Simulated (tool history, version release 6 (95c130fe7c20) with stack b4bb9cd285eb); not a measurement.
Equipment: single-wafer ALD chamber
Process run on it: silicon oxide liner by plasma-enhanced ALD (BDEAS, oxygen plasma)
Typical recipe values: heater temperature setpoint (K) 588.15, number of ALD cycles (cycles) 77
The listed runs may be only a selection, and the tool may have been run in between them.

| run | hour | heater temperature setpoint (K) | number of ALD cycles (cycles) | read-back reference wafer on the same gauge, thickness_nm | mean film thickness on the monitor wafer (nm) |
|---|---|---|---|---|---|
| 1 | 0.0 | 588.15 | 77 | 6.358 | 6.719 |
| 2 | 7.6 | 588.15 | 77 | 6.364 | 6.760 |
| 3 | 15.0 | 588.15 | 67 | 6.357 | 5.901 |
| 4 | 25.2 | 599.15 | 77 | 6.357 | 6.637 |
| 5 | 42.7 | 599.15 | 77 | 6.356 | 6.644 |
| 6 | 52.0 | 599.15 | 77 | 6.358 | 6.625 |
|  | 83.6 | gauge calibrated |
| 7 | 89.9 | 596.15 | 77 | 6.358 | 6.667 |
| 8 | 104.1 | 596.15 | 77 | 6.362 | 6.665 |

Forecast run 9:
|  | 139.1 | thermocouple changed; heater temperature recalibrated |
| 9 | 146.5 | 578.15 | 66 | ? | ? |

read-back reference wafer on the same gauge, thickness_nm: 6.362
mean film thickness on the monitor wafer (nm): 5.907
Were there no unlogged condition in the tool, this run, its random variation unchanged, would have produced mean film thickness on the monitor wafer (nm) 5.907.
